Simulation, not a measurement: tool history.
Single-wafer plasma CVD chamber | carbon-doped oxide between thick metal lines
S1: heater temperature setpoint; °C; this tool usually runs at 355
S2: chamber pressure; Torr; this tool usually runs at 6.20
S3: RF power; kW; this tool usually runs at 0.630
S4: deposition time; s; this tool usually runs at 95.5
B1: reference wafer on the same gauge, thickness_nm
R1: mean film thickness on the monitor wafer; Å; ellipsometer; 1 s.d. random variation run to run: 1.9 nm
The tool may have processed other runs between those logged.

run	hour	S1	S2	S3	S4	B1	R1
1	0.0	355	6.20	0.530	95.5	567.180	4754.34
2	29.3	355	6.20	0.530	95.5	567.051	4742.79
3	64.3	355	6.20	0.630	95.5	567.024	5311.68
4	136.0	355	6.20	0.630	95.5	567.012	5314.54
5	156.7	355	6.20	0.630	95.5	566.913	5299.02
6	187.0	355	6.20	0.630	95.5	566.556	5318.67
7	207.1	355	6.20	0.630	95.5	566.661	5327.29
8	232.1	355	6.20	0.630	95.5	567.211	5303.88
9	244.4	350	6.64	0.630	95.5	567.127	5418.20
10	261.4	350	6.64	0.630	95.5	566.699	5361.89
11	293.2	350	6.64	0.630	95.5	567.264	5378.07
12	332.4	355	4.72	0.670	95.5	566.574	5360.90
13	352.0	355	4.91	0.695	76.4	567.210	4395.93
14	371.2	355	4.98	0.710	95.5	566.635	5552.25
15	391.8	355	6.20	0.630	102.6	567.029	5663.21
16	469.2	355	6.20	0.675	95.5	566.494	5702.26
17	505.0	355	6.20	0.630	95.5	567.382	5480.96
18	517.9	369	6.20	0.630	95.5	566.959	5250.80
19	549.5	355	7.36	0.630	95.5	567.174	5580.98
20	566.2	359	6.20	0.630	95.5	566.883	5412.61
21	579.6	355	6.91	0.535	81.9	566.530	4276.39
22	604.8	355	7.10	0.690	107.2	566.927	6562.66
23	635.3	359	6.20	0.630	86.9	567.213	4950.18
24	652.0	355	7.36	0.630	95.5	566.881	5538.76
25	668.0	355	6.20	0.630	102.6	566.660	5846.98
26	700.3	355	6.20	0.715	78.1	566.398	4840.61
27	726.1	370	6.20	0.630	95.5	566.590	5236.90

Removed from this log: 6 entries logged between the listed runs. Between which two listed runs does each belong, and how does the tool's hidden state at the listed run before it compare with that at the listed run after it?
In the gap between runs 5 and 6: capacitance manometer re-zeroed and calibrated (hour 165.6)
  delivered RF power above the setpoint (%): -5.92 -> -6.05
  difference, measured minus the result without the unlogged condition, R1: -211.85 -> -217.48 Å
In the gap between runs 8 and 9: gauge calibrated (hour 236.2)
  delivered RF power above the setpoint (%): -6.24 -> -6.29
  difference, measured minus the result without the unlogged condition, R1: -224.07 -> -230.91 Å
In the gap between runs 14 and 15: thermocouple changed; heater temperature recalibrated (hour 391.3)
  delivered RF power above the setpoint (%): -6.83 -> -6.91
  difference, measured minus the result without the unlogged condition, R1: -250.48 -> -266.71 Å
In the gap between runs 15 and 16: RF generator calibrated (hour 440.6); showerhead replaced (hour 466.1)
  delivered RF power above the setpoint (%): -6.91 -> -0.939
  difference, measured minus the result without the unlogged condition, R1: -266.71 -> -33.61 Å
In the gap between runs 25 and 26: gauge calibrated (hour 699.6)
  delivered RF power above the setpoint (%): -1.78 -> -1.91
  difference, measured minus the result without the unlogged condition, R1: -67.60 -> -58.60 Å
